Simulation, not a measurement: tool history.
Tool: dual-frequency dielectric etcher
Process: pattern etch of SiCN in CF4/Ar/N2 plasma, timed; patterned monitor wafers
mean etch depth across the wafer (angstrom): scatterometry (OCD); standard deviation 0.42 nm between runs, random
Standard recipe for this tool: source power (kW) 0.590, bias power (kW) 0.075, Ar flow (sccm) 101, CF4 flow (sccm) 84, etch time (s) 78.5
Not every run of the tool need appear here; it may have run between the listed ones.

run,hour,source power (kW),bias power (kW),Ar flow (sccm),CF4 flow (sccm),etch time (s),wafers since the last listed run,hours since the last wet clean,hours since the last source power generator calibration,hours since the last bias power generator calibration,hours since the last Ar flow controller change,hours since the last CF4 flow controller change,hours since the last upper electrode change,hours since the gauge calibration,"read-back reference wafer on the same gauge, depth_nm",mean etch depth across the wafer (angstrom)
1,0.0,0.590,0.075,101,84,78.5,0,347.5,3267.5,3452.4,0.5,4686.7,3692.7,478.5,109.5,934
2,6.6,0.590,0.075,101,84,78.5,74,354.1,3274.1,3459.0,7.1,4693.3,3699.3,485.1,109.3,935
3,16.4,0.590,0.075,101,84,78.5,110,363.9,3283.9,3468.8,16.9,4703.1,3709.1,494.9,109.4,933
# hour 18.3: gauge calibrated
4,28.9,0.590,0.083,101,84,78.5,140,376.4,3296.4,3481.3,29.4,4715.6,3721.6,10.6,109.6,964
5,35.8,0.590,0.075,101,105,78.5,77,383.3,3303.3,3488.2,36.3,4722.5,3728.5,17.5,109.6,962
6,46.4,0.590,0.075,101,84,78.5,119,393.9,3313.9,3498.8,46.9,4733.1,3739.1,28.1,109.6,933
7,56.0,0.590,0.075,101,84,78.5,108,403.5,3323.5,3508.4,56.5,4742.7,3748.7,37.7,109.4,928
# hour 88.9: wet clean of the chamber
8,89.4,0.590,0.083,101,84,78.5,105,0.5,3356.9,3541.8,89.9,4776.1,3782.1,71.1,109.6,965
9,89.7,0.590,0.075,101,84,78.5,3,0.8,3357.2,3542.1,90.2,4776.4,3782.4,71.4,109.6,938
10,92.9,0.480,0.075,115,84,60.0,36,4.0,3360.4,3545.3,93.4,4779.6,3785.6,74.6,109.5,606
# hour 100.3: bias power generator calibrated
11,105.0,0.720,0.069,101,94,78.5,91,16.1,3372.5,4.7,105.5,4791.7,3797.7,86.7,109.6,1084
# hour 116.9: CF4 flow controller replaced
12,120.2,0.590,0.067,123,64,78.5,103,31.3,3387.7,19.9,120.7,3.3,3812.9,101.9,109.4,840
# hour 125.7: source power generator calibrated
# hour 144.4: upper electrode replaced
13,144.9,0.590,0.075,101,84,78.5,22,56.0,19.2,44.6,145.4,28.0,0.5,126.6,109.2,934
14,150.8,0.700,0.075,92,84,78.5,66,61.9,25.1,50.5,151.3,33.9,6.4,132.5,109.5,1072
15,162.4,0.590,0.067,123,64,78.5,130,73.5,36.7,62.1,162.9,45.5,18.0,144.1,109.4,830
16,170.7,0.590,0.084,101,84,88.5,93,81.8,45.0,70.4,171.2,53.8,26.3,152.4,109.5,1090
17,184.7,0.720,0.075,94,76,86.5,157,95.8,59.0,84.4,185.2,67.8,40.3,166.4,109.5,1187
18,190.9,0.550,0.065,101,94,78.5,69,102.0,65.2,90.6,191.4,74.0,46.5,172.6,109.5,863
19,202.3,0.590,0.075,101,84,78.5,128,113.4,76.6,102.0,202.8,85.4,57.9,184.0,109.4,940
20,219.8,0.630,0.075,101,95,78.5,197,130.9,94.1,119.5,220.3,102.9,75.4,201.5,109.5,997
21,232.7,0.520,0.094,119,97,78.5,145,143.8,107.0,132.4,233.2,115.8,88.3,214.4,109.4,921

Forecast each of these 4 alternatives for the next run:
A,233.1,0.590,0.075,101,71,78.5,4,144.2,107.4,132.8,233.6,116.2,88.7,214.8,?,?
B,233.1,0.590,0.075,81,84,78.5,4,144.2,107.4,132.8,233.6,116.2,88.7,214.8,?,?
C,233.1,0.660,0.082,112,84,66.5,4,144.2,107.4,132.8,233.6,116.2,88.7,214.8,?,?
D,233.1,0.590,0.081,124,84,78.5,4,144.2,107.4,132.8,233.6,116.2,88.7,214.8,?,?

run,"read-back reference wafer on the same gauge, depth_nm",mean etch depth across the wafer (angstrom)
A,109.4,912
B,109.4,960
C,109.4,880
D,109.4,940
Stripped of hidden state, with their random variation kept, the same runs would have yielded:
run,mean etch depth across the wafer (angstrom)
A,912
B,960
C,880
D,940

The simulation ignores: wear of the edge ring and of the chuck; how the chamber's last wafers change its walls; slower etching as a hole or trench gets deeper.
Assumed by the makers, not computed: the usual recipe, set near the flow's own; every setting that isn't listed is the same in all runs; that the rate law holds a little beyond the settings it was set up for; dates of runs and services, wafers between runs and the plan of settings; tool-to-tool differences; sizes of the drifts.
